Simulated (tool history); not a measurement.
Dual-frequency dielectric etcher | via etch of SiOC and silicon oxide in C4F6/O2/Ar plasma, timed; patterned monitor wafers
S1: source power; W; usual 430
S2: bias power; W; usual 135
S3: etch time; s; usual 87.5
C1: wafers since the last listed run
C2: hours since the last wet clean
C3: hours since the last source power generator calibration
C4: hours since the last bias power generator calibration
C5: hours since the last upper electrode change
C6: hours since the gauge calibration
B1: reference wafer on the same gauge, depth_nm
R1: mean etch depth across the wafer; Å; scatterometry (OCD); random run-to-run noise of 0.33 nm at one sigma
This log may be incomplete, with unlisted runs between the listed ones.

run,hour,S1,S2,S3,C1,C2,C3,C4,C5,C6,B1,R1
1,0,430,135,87.5,0,496.8,3140.4,4189,1671.3,43.1,109.1,957
2,15,430,135,87.5,159,511.8,3155.4,4204,1686.3,58.1,109.2,952
3,29.5,490,135,87.5,154,526.3,3169.9,4218.5,1700.8,72.6,109.2,997
4,43.6,490,135,87.5,150,540.4,3184,4232.6,1714.9,86.7,109.3,994
5,56.8,430,135,73,140,553.6,3197.2,4245.8,1728.1,99.9,109.2,796
6,72.3,430,135,73,165,569.1,3212.7,4261.3,1743.6,115.4,109.2,797
7,86.8,430,135,73,154,583.6,3227.2,4275.8,1758.1,129.9,109.3,790
8,94.9,430,123,101.5,86,591.7,3235.3,4283.9,1766.2,138,109.1,1066
# hour 112.6: source power generator calibrated
9,113.1,430,123,101.5,151,609.9,0.5,4302.1,1784.4,156.2,109.3,1071
# hour 128.7: bias power generator calibrated
# hour 137.7: wet clean of the chamber
10,138.2,430,123,101.5,129,0.5,25.6,9.5,1809.5,181.3,109.4,1072
11,138.5,350,135,87.5,3,0.8,25.9,9.8,1809.8,181.6,109.1,892
12,138.8,430,135,87.5,3,1.1,26.2,10.1,1810.1,181.9,109.2,957
13,153.2,430,135,87.5,153,15.5,40.6,24.5,1824.5,196.3,109.3,952
14,167.9,430,135,87.5,156,30.2,55.3,39.2,1839.2,211,109.2,950
15,179.2,430,135,87.5,120,41.5,66.6,50.5,1850.5,222.3,109.3,957
# hour 208: upper electrode replaced
16,208.5,490,115,67.5,56,70.8,95.9,79.8,0.5,251.6,109.2,727
17,208.8,430,146,70,3,71.1,96.2,80.1,0.8,251.9,109.2,787
18,221.4,370,119,102,134,83.7,108.8,92.7,13.4,264.5,109.1,1006
19,227.7,430,105,112.5,67,90,115.1,99,19.7,270.8,109.2,1116
20,239.5,520,160,94.5,125,101.8,126.9,110.8,31.5,282.6,109.1,1166
21,255.6,460,135,64.5,171,117.9,143,126.9,47.6,298.7,109.2,720
22,261.9,350,123,101.5,67,124.2,149.3,133.2,53.9,305,109.1,998
# hour 288.1: gauge calibrated
23,296.9,370,146,62,372,159.2,184.3,168.2,88.9,8.8,109.3,664
24,302.9,430,135,87.5,63,165.2,190.3,174.2,94.9,14.8,109.1,955

Expected results for the next run?
25,312.3,430,120,67,100,174.6,199.7,183.6,104.3,24.2,?,?

Run 25 gave B1 109.1, R1 701 Å.
Take away the tool's hidden state, keep the run-to-run variation as it was, and the same run would have given R1 701 Å.

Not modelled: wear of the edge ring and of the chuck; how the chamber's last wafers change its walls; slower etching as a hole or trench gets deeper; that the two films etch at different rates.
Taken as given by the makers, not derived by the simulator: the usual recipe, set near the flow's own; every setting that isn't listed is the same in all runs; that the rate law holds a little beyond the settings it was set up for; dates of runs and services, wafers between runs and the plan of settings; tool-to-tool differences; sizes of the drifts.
